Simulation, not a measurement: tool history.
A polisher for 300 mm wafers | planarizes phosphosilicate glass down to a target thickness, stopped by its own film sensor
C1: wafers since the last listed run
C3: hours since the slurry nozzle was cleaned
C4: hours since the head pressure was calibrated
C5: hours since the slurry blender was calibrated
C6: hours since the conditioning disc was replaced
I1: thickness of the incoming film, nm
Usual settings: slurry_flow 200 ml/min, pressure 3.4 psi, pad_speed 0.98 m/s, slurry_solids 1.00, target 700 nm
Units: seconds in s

Run 1, hour 0.0: usual settings; C1 0; wafers polished on this pad 1548; C3 359.2; C4 830.1; C5 256.1; C6 112.1; I1 1220.5. Result: seconds 75.9 s.
Run 2, hour 17.5: usual settings; C1 210; wafers polished on this pad 1758; C3 376.7; C4 847.6; C5 273.6; C6 129.6; I1 1264.6. Result: seconds 84.2 s.
At hour 23.6: slurry blender recalibrated.
Run 3, hour 44.7: usual settings; C1 302; wafers polished on this pad 2061; C3 403.9; C4 874.8; C5 21.1; C6 156.8; I1 1238.6. Result: seconds 80.2 s.
Run 4, hour 63.1: usual settings but slurry_flow 135 ml/min, pad_speed 1.22 m/s, slurry_solids 1.15, target 604 nm; C1 221; wafers polished on this pad 2282; C3 422.3; C4 893.2; C5 39.5; C6 175.2; I1 1253.4. Result: seconds 87.4 s.
At hour 80.2: worn pad replaced by a new one.
Run 5, hour 81.0: usual settings but slurry_flow 225 ml/min, pad_speed 1.10 m/s; C1 166; wafers polished on this pad 9; C3 440.2; C4 911.1; C5 57.4; C6 193.1; I1 1247.0. Result: seconds 76.7 s.
Run 6, hour 106.6: usual settings but target 806 nm; C1 307; wafers polished on this pad 316; C3 465.8; C4 936.7; C5 83.0; C6 218.7; I1 1251.2. Result: seconds 65.6 s.
Run 7, hour 136.5: usual settings; C1 359; wafers polished on this pad 676; C3 495.7; C4 966.6; C5 112.9; C6 248.6; I1 1217.5. Result: seconds 79.1 s.
Run 8, hour 167.0: usual settings; C1 366; wafers polished on this pad 1042; C3 526.2; C4 997.1; C5 143.4; C6 279.1; I1 1235.2. Result: seconds 83.4 s.
Run 9, hour 199.4: usual settings; C1 389; wafers polished on this pad 1431; C3 558.6; C4 1029.5; C5 175.8; C6 311.5; I1 1252.1. Result: seconds 84.3 s.
Run 10, hour 213.7: usual settings but pad_speed 0.72 m/s, slurry_solids 0.80; C1 171; wafers polished on this pad 1603; C3 572.9; C4 1043.8; C5 190.1; C6 325.8; I1 1244.0. Result: seconds 110.2 s.
Run 11, hour 239.0: usual settings but slurry_flow 250 ml/min, pressure 2.5 psi; C1 303; wafers polished on this pad 1907; C3 598.2; C4 1069.1; C5 215.4; C6 351.1; I1 1247.7. Result: seconds 106.2 s.
Run 12, hour 264.6: usual settings; C1 307; wafers polished on this pad 2214; C3 623.8; C4 1094.7; C5 241.0; C6 376.7; I1 1235.7. Result: seconds 84.3 s.
At hour 288.1: head pressure recalibrated.
At hour 294.3: slurry nozzle cleaned.
Run 13, hour 298.1: usual settings but slurry_flow 150 ml/min, pressure 3.0 psi; C1 366; wafers polished on this pad 2581; C3 3.8; C4 10.0; C5 274.5; C6 410.2; I1 1235.3. Result: seconds 89.2 s.
At hour 320.9: worn pad replaced by a new one.
Run 14, hour 321.4: usual settings but pressure 4.3 psi; C1 231; wafers polished on this pad 5; C3 27.1; C4 33.3; C5 297.8; C6 433.5; I1 1243.5. Result: seconds 66.1 s.
At hour 338.4: slurry blender recalibrated.
Run 15, hour 341.2: usual settings but slurry_flow 260 ml/min, pressure 2.6 psi, pad_speed 0.84 m/s, slurry_solids 0.80; C1 213; wafers polished on this pad 219; C3 46.9; C4 53.1; C5 2.8; C6 453.3; I1 1233.1. Result: seconds 113.0 s.
Run 16, hour 354.0: usual settings but pressure 4.4 psi, target 601 nm; C1 153; wafers polished on this pad 373; C3 59.7; C4 65.9; C5 15.6; C6 466.1; I1 1238.4. Result: seconds 72.0 s.
At hour 363.8: conditioning disc replaced and pad reconditioned.
Run 17, hour 369.8: usual settings but slurry_flow 135 ml/min, pad_speed 1.22 m/s, slurry_solids 1.15, target 604 nm; C1 165; wafers polished on this pad 539; C3 75.5; C4 81.7; C5 31.4; C6 6.0; I1 1228.6. Result: seconds 79.4 s.
Run 18, hour 399.7: usual settings; C1 359; wafers polished on this pad 898; C3 105.4; C4 111.6; C5 61.3; C6 35.9; I1 1233.6. Result: seconds 77.7 s.
Run 19, hour 435.0: usual settings but slurry_flow 260 ml/min; C1 424; wafers polished on this pad 1322; C3 140.7; C4 146.9; C5 96.6; C6 71.2; I1 1249.4. Result: seconds 77.4 s.
Run 20, hour 450.9: usual settings but pressure 4.1 psi, pad_speed 1.08 m/s; C1 191; wafers polished on this pad 1513; C3 156.6; C4 162.8; C5 112.5; C6 87.1; I1 1228.2. Result: seconds 65.1 s.
Run 21, hour 485.3: usual settings; C1 413; wafers polished on this pad 1926; C3 191.0; C4 197.2; C5 146.9; C6 121.5; I1 1246.5. Result: seconds 81.8 s.
Run 22, hour 519.7: usual settings but slurry_solids 0.85; C1 413; wafers polished on this pad 2340; C3 225.4; C4 231.6; C5 181.3; C6 155.9; I1 1229.3. Result: seconds 84.7 s.
Run 23, hour 533.7: usual settings but pad_speed 0.68 m/s, slurry_solids 0.75; C1 168; wafers polished on this pad 2508; C3 239.4; C4 245.6; C5 195.3; C6 169.9; I1 1241.3. Result: seconds 109.1 s.
Run 24, hour 562.4: usual settings; C1 344; wafers polished on this pad 2853; C3 268.1; C4 274.3; C5 224.0; C6 198.6; I1 1238.9. Result: seconds 81.1 s.
At hour 576.2: worn pad replaced by a new one.
Run 25, hour 597.3: usual settings but pad_speed 1.06 m/s; C1 371; wafers polished on this pad 253; C3 303.0; C4 309.2; C5 258.9; C6 233.5; I1 1241.6. Result: seconds 77.0 s.
Run 26, hour 611.8: usual settings but slurry_flow 165 ml/min, pad_speed 0.86 m/s, target 615 nm; C1 174; wafers polished on this pad 427; C3 317.5; C4 323.7; C5 273.4; C6 248.0; I1 1237.7. Result: seconds 98.7 s.

3 ways to go on from here, each from the tool as it stands after run 26. What would each give?
Run A, hour 612.2: usual settings; C1 4; wafers polished on this pad 432; C3 317.9; C4 324.1; C5 273.8; C6 248.4; I1 1227.4. Result: seconds ?.
Run B, hour 612.2: usual settings but slurry_solids 1.25; C1 4; wafers polished on this pad 432; C3 317.9; C4 324.1; C5 273.8; C6 248.4; I1 1227.4. Result: seconds ?.
Run C, hour 612.2: usual settings but slurry_flow 180 ml/min; C1 4; wafers polished on this pad 432; C3 317.9; C4 324.1; C5 273.8; C6 248.4; I1 1227.4. Result: seconds ?.

run  seconds
  A     77.2
  B     70.2
  C     78.2
Without the tool's hidden state the same runs would have given:
run  seconds
  A     76.2
  B     69.2
  C     77.0

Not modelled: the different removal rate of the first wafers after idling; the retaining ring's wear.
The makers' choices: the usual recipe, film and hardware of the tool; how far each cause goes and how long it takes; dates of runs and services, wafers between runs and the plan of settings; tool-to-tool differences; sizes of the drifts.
